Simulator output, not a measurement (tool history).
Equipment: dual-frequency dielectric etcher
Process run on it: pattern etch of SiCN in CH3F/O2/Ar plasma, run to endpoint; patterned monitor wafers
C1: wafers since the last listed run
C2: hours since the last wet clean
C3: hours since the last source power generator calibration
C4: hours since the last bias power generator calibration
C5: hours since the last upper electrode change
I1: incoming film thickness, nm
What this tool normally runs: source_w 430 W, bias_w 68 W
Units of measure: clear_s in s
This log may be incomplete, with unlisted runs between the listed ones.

run 1 hour=0 | source_w=430 bias_w=68 | C1=0 C2=378.3 C3=1740.1 C4=1626 C5=3360 | I1=11.71 | clear_s=30.1
run 2 hour=23.3 | source_w=430 bias_w=68 | C1=390 C2=401.6 C3=1763.4 C4=1649.3 C5=3383.3 | I1=11.8 | clear_s=30.3
run 3 hour=49.3 | source_w=430 bias_w=68 | C1=436 C2=427.6 C3=1789.4 C4=1675.3 C5=3409.3 | I1=11.77 | clear_s=30.2
run 4 hour=79.9 | source_w=430 bias_w=68 | C1=513 C2=458.2 C3=1820 C4=1705.9 C5=3439.9 | I1=11.81 | clear_s=30.7
run 5 hour=105.4 | source_w=430 bias_w=68 | C1=427 C2=483.7 C3=1845.5 C4=1731.4 C5=3465.4 | I1=11.79 | clear_s=30.4
run 6 hour=122.7 | source_w=430 bias_w=68 | C1=290 C2=501 C3=1862.8 C4=1748.7 C5=3482.7 | I1=11.85 | clear_s=30.6
run 7 hour=143.5 | source_w=430 bias_w=68 | C1=348 C2=521.8 C3=1883.6 C4=1769.5 C5=3503.5 | I1=11.74 | clear_s=30.6
run 8 hour=166 | source_w=430 bias_w=68 | C1=377 C2=544.3 C3=1906.1 C4=1792 C5=3526 | I1=11.74 | clear_s=30.3
run 9 hour=179.4 | source_w=430 bias_w=68 | C1=224 C2=557.7 C3=1919.5 C4=1805.4 C5=3539.4 | I1=11.82 | clear_s=30.6
-- hour=208.3 wet clean of the chamber
run 10 hour=208.8 | source_w=430 bias_w=68 | C1=90 C2=0.5 C3=1948.9 C4=1834.8 C5=3568.8 | I1=11.83 | clear_s=29.7
run 11 hour=221.3 | source_w=350 bias_w=68 | C1=209 C2=13 C3=1961.4 C4=1847.3 C5=3581.3 | I1=11.87 | clear_s=32.7
run 12 hour=246.1 | source_w=350 bias_w=68 | C1=416 C2=37.8 C3=1986.2 C4=1872.1 C5=3606.1 | I1=11.61 | clear_s=32.1
run 13 hour=267.6 | source_w=430 bias_w=68 | C1=360 C2=59.3 C3=2007.7 C4=1893.6 C5=3627.6 | I1=11.81 | clear_s=29.8
run 14 hour=291.7 | source_w=430 bias_w=68 | C1=404 C2=83.4 C3=2031.8 C4=1917.7 C5=3651.7 | I1=11.65 | clear_s=29.6

Run 15 has not been measured yet. What should we expect?
-- hour=301 bias power generator calibrated
run 15 hour=313.6 | source_w=430 bias_w=68 | C1=300 C2=105.3 C3=2053.7 C4=12.6 C5=3673.6 | I1=11.75 | clear_s=?

{"run 15": {"clear_s": 29.6}}
The same run, on a tool lacking any hidden state, would have yielded clear_s 29.6 s.
